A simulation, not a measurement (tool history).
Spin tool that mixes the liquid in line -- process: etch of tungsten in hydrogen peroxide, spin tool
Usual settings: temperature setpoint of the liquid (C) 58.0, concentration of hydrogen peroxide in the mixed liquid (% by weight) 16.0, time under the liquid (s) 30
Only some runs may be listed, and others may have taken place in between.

run     day  temperature setpoint of the liquid (C)  concentration of hydrogen peroxide in the mixed liquid (% by weight)  time under the liquid (s)  read-back film thickness of the tungsten reference wafer, read on the same gauge (nm)  thickness taken off the tungsten on a monitor wafer (angstrom)
  1   0.000                                    58.0                                                                  16.0                         30                                                                                  30.01                                                           375.7
  2   2.250                                    58.0                                                                  16.0                         30                                                                                  30.02                                                           375.9
      4.446  -- new drum of peroxide connected
  3   6.592                                    58.0                                                                  18.5                         25                                                                                  29.99                                                           334.2
  4   8.954                                    58.0                                                                  18.5                         25                                                                                  29.99                                                           334.8
  5  13.200                                    58.0                                                                  18.5                         25                                                                                  30.00                                                           334.4
  6  16.783                                    58.0                                                                  16.0                         30                                                                                  29.99                                                           371.1
  7  19.471                                    58.0                                                                  16.0                         30                                                                                  30.00                                                           370.5
     22.250  -- new drum of peroxide connected
  8  22.696                                    58.0                                                                  16.0                         20                                                                                  30.01                                                           246.9
  9  26.242                                    58.0                                                                  16.0                         20                                                                                  30.02                                                           246.1
 10  29.788                                    58.0                                                                  16.0                         20                                                                                  30.05                                                           247.9
 11  32.033                                    58.0                                                                  19.0                         45                                                                                  30.01                                                           604.8
 12  33.879                                    58.0                                                                  19.0                         45                                                                                  29.99                                                           602.1
     34.750  -- heated supply line repaired
 13  35.733                                    58.0                                                                  19.0                         45                                                                                  30.04                                                           626.7
     36.175  -- gauge calibrated
     38.362  -- new drum of peroxide connected
 14  38.662                                    49.5                                                                  20.5                         20                                                                                  30.05                                                           175.3
 15  43.079                                    58.0                                                                  16.0                         30                                                                                  30.01                                                           383.1
     46.046  -- peroxide flow meter replaced
 16  47.396                                    64.5                                                                  16.0                         15                                                                                  30.02                                                           276.7
 17  48.921                                    58.0                                                                  16.0                         30                                                                                  30.04                                                           382.0
 18  50.567                                    49.0                                                                  19.5                         30                                                                                  30.01                                                           245.4
 19  52.688                                    54.5                                                                  12.0                         30                                                                                  29.98                                                           268.8
     53.367  -- thermometer replaced
     55.054  -- new drum of peroxide connected
 20  55.475                                    58.0                                                                  16.0                         30                                                                                  30.01                                                           381.5
 21  68.367                                    58.0                                                                  20.0                         45                                                                                  29.97                                                           632.6
 22  71.088                                    58.0                                                                  16.0                         30                                                                                  29.98                                                           379.4
     73.825  -- new drum of peroxide connected
 23  74.992                                    60.5                                                                  14.5                         50                                                                                  30.00                                                           690.0
 24  78.092                                    49.0                                                                  18.0                         15                                                                                  30.01                                                           116.6
 25  81.821                                    58.0                                                                  16.0                         40                                                                                  30.01                                                           503.0
 26  85.875                                    58.0                                                                  16.0                         15                                                                                  29.97                                                           187.0

Consider 4 possible next runs. They are alternatives, not a sequence: every one starts from the tool as it was left by run 26. What does each give?
  A  85.892                                    58.0                                                                  16.0                         30                                                                                      ?                                                               ?
  B  85.892                                    51.0                                                                  16.0                         20                                                                                      ?                                                               ?
  C  85.892                                    48.0                                                                  19.0                         20                                                                                      ?                                                               ?
  D  85.892                                    52.0                                                                  13.0                         40                                                                                      ?                                                               ?

run  read-back film thickness of the tungsten reference wafer, read on the same gauge (nm)  thickness taken off the tungsten on a monitor wafer (angstrom)
  A                                                                                  29.97                                                           375.8
  B                                                                                  29.97                                                           165.0
  C                                                                                  29.97                                                           149.5
  D                                                                                  29.97                                                           316.1
The same runs, with their run-to-run variation unchanged, on a tool lacking any hidden condition would have given:
run  thickness taken off the tungsten on a monitor wafer (angstrom)
  A                                                           386.7
  B                                                           170.0
  C                                                           154.1
  D                                                           325.6

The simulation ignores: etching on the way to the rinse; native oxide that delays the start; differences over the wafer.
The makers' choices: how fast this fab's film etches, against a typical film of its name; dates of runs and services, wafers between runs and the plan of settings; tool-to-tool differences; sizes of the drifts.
